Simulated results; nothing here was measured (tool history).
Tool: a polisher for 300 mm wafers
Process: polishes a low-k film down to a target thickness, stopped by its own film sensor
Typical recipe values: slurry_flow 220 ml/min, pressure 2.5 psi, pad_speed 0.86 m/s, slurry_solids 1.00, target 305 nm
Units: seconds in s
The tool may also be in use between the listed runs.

| run | hour | slurry_flow | pressure | pad_speed | slurry_solids | target | incoming thickness of the incoming film, nm | seconds |
|---|---|---|---|---|---|---|---|---|
| 1 | 0.0 | 220 | 2.5 | 0.64 | 1.00 | 305 | 341.0 | 120.7 |
|  | 15.6 | worn pad replaced by a new one |
| 2 | 16.1 | 220 | 2.5 | 0.64 | 1.00 | 305 | 345.5 | 134.1 |
| 3 | 29.2 | 220 | 2.5 | 0.64 | 1.00 | 305 | 344.3 | 127.5 |
| 4 | 40.2 | 190 | 2.5 | 0.86 | 1.20 | 305 | 340.6 | 89.4 |
|  | 81.9 | conditioning disc replaced and pad reconditioned |
| 5 | 83.3 | 190 | 2.5 | 0.86 | 1.20 | 305 | 343.5 | 95.5 |
| 6 | 123.0 | 220 | 2.3 | 0.86 | 1.00 | 305 | 338.5 | 95.7 |
|  | 128.4 | slurry blender recalibrated |
| 7 | 133.2 | 220 | 2.3 | 0.86 | 1.00 | 305 | 343.6 | 110.8 |
|  | 141.2 | head pressure recalibrated |
|  | 141.5 | worn pad replaced by a new one |
|  | 144.1 | slurry nozzle cleaned |
| 8 | 148.5 | 220 | 2.5 | 0.86 | 0.80 | 305 | 340.9 | 113.5 |
| 9 | 164.8 | 260 | 2.8 | 0.86 | 1.00 | 302 | 338.1 | 94.2 |
| 10 | 176.9 | 190 | 1.9 | 0.86 | 1.00 | 305 | 335.0 | 115.3 |
| 11 | 191.0 | 195 | 2.8 | 0.86 | 0.70 | 305 | 340.7 | 108.0 |
| 12 | 197.9 | 220 | 2.5 | 0.86 | 1.00 | 305 | 336.2 | 89.0 |
|  | 204.7 | head pressure recalibrated, repeated, since the last time left the tool worse |
| 13 | 212.2 | 240 | 2.5 | 1.12 | 1.20 | 305 | 340.1 | 65.8 |
| 14 | 224.6 | 260 | 3.3 | 0.86 | 0.80 | 302 | 342.6 | 81.7 |
|  | 249.8 | worn pad replaced by a new one |
| 15 | 257.5 | 220 | 2.5 | 0.86 | 1.00 | 305 | 340.1 | 91.0 |
| 16 | 270.9 | 220 | 1.8 | 0.74 | 1.00 | 302 | 339.1 | 149.7 |

Hidden state or all else? Some run-to-run changes of seconds, split into what the settings, what came in and random variation would give without the hidden state, and what is left for the hidden state (with any gauge scatter that isn't in both results):
Hidden state at play: removal rate lost through wear of the pad, %; slurry flow missing at the pad, %; deviation of the head's pressure from its setpoint, %; abrasive missing from the slurry, %; time polished since the conditioner stopped cutting, s.
Run 12 -> 13: slurry_flow 220 -> 240, pad_speed 0.86 -> 1.12, slurry_solids 1.00 -> 1.20, head pressure recalibrated, repeated, since the last time left the tool worse. seconds -23.2 s: hidden state -12.5, all else -10.7.
Run 15 -> 16: pressure 2.5 -> 1.8, pad_speed 0.86 -> 0.74, target 305 -> 302. seconds +58.7 s: hidden state +2.6, all else +56.1.

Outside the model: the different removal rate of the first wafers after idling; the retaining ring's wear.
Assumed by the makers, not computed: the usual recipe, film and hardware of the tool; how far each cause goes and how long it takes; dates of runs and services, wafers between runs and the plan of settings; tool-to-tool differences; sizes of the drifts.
